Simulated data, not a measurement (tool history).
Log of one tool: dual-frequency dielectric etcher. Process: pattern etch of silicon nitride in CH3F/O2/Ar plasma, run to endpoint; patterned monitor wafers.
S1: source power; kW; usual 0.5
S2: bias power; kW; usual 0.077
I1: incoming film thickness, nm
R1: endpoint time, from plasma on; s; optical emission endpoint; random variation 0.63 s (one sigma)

Run 1, hour 0: usual settings; I1 59.9. Result: R1 73.3 s.
Run 2, hour 58.6: usual settings; I1 59.9. Result: R1 73.3 s.
At hour 101.4: wet clean of the chamber.
Run 3, hour 118.9: usual settings but S1 0.55 kW; I1 59.9. Result: R1 69.7 s.
Run 4, hour 147.8: usual settings but S1 0.55 kW; I1 60. Result: R1 70.1 s.
Run 5, hour 201.6: usual settings; I1 60.4. Result: R1 71.6 s.
Run 6, hour 256.3: usual settings; I1 59.3. Result: R1 71.8 s.
Run 7, hour 317.1: usual settings; I1 59.7. Result: R1 72.8 s.
Run 8, hour 342.9: usual settings but S1 0.55 kW, S2 0.068 kW; I1 60.1. Result: R1 74.5 s.
Run 9, hour 375.6: usual settings but S1 0.55 kW, S2 0.068 kW; I1 60.1. Result: R1 75.6 s.
Run 10, hour 408.8: usual settings but S1 0.55 kW, S2 0.068 kW; I1 59.8. Result: R1 75.4 s.
Run 11, hour 433: usual settings; I1 59.8. Result: R1 74.6 s.
Run 12, hour 478.3: usual settings; I1 60. Result: R1 74.9 s.
At hour 502.3: wet clean of the chamber.
Run 13, hour 505.9: usual settings but S1 0.57 kW, S2 0.066 kW; I1 59.6. Result: R1 73 s.
At hour 516.8: source power generator calibrated.
Run 14, hour 554.1: usual settings but S1 0.57 kW, S2 0.066 kW; I1 60.2. Result: R1 74.6 s.
Run 15, hour 616.5: usual settings; I1 60.6. Result: R1 73.2 s.
Run 16, hour 662.5: usual settings; I1 60.1. Result: R1 74.2 s.
Run 17, hour 723.5: usual settings but S1 0.56 kW, S2 0.068 kW; I1 60.1. Result: R1 75.1 s.
Run 18, hour 768.7: usual settings but S1 0.45 kW, S2 0.069 kW; I1 59.4. Result: R1 78.6 s.
At hour 817.9: upper electrode replaced.
Run 19, hour 830.5: usual settings but S2 0.066 kW; I1 59.2. Result: R1 77.8 s.
At hour 891.2: bias power generator calibrated.
Run 20, hour 896.7: usual settings but S2 0.096 kW; I1 59.8. Result: R1 70.6 s.
At hour 940.7: wet clean of the chamber.
Run 21, hour 962.2: usual settings; I1 59.5. Result: R1 70.8 s.
Run 22, hour 1007.3: usual settings; I1 60.4. Result: R1 71.8 s.
Run 23, hour 1061.1: usual settings; I1 59.3. Result: R1 71.7 s.
Run 24, hour 1193.5: usual settings; I1 59.9. Result: R1 73.7 s.
Run 25, hour 1256.7: usual settings but S1 0.6 kW, S2 0.087 kW; I1 60.1. Result: R1 67.8 s.
Run 26, hour 1304.1: usual settings; I1 59.9. Result: R1 75 s.
At hour 1349.7: wet clean of the chamber.
Run 27, hour 1350.2: usual settings; I1 59.7. Result: R1 71.1 s.
Run 28, hour 1416.6: usual settings but S1 0.45 kW, S2 0.069 kW; I1 60.2. Result: R1 77.4 s.
Run 29, hour 1482: usual settings but S1 0.57 kW, S2 0.06 kW; I1 59.7. Result: R1 76.6 s.
Run 30, hour 1535.9: usual settings but S1 0.43 kW, S2 0.065 kW; I1 59.6. Result: R1 80.1 s.
Run 31, hour 1581.2: usual settings but S1 0.46 kW; I1 60.2. Result: R1 76.5 s.
Run 32, hour 1646.9: usual settings but S2 0.069 kW; I1 59.7. Result: R1 77.5 s.
Run 33, hour 1714.6: usual settings; I1 60.1. Result: R1 76.1 s.
At hour 1759: wet clean of the chamber.
Run 34, hour 1759.5: usual settings but S1 0.38 kW, S2 0.063 kW; I1 59.2. Result: R1 79.9 s.
Run 35, hour 1793.6: usual settings but S1 0.4 kW, S2 0.071 kW; I1 59.6. Result: R1 76.6 s.
Run 36, hour 1854.9: usual settings but S2 0.093 kW; I1 60.1. Result: R1 68.2 s.

The tool's hidden state at each run:
source power that arrives over what is set, %: 0 in every run
bias power that arrives over what is set, %: 0 in every run
H1: etch rate over this chamber's usual, %
run       H1
  1    -2.75
  2    -3.52
  3    0.359
  4  -0.0194
  5   -0.723
  6    -1.44
  7    -2.23
  8    -2.57
  9       -3
 10    -3.43
 11    -3.75
 12    -4.34
 13   -0.404
 14    -1.03
 15    -1.85
 16    -2.45
 17    -3.25
 18    -3.84
 19    -4.65
 20    -5.52
 21   -0.234
 22   -0.824
 23    -1.53
 24    -3.26
 25    -4.09
 26    -4.71
 27   -0.614
 28    -1.48
 29    -2.34
 30    -3.04
 31    -3.64
 32     -4.5
 33    -5.38
 34   0.0127
 35   -0.433
 36    -1.24

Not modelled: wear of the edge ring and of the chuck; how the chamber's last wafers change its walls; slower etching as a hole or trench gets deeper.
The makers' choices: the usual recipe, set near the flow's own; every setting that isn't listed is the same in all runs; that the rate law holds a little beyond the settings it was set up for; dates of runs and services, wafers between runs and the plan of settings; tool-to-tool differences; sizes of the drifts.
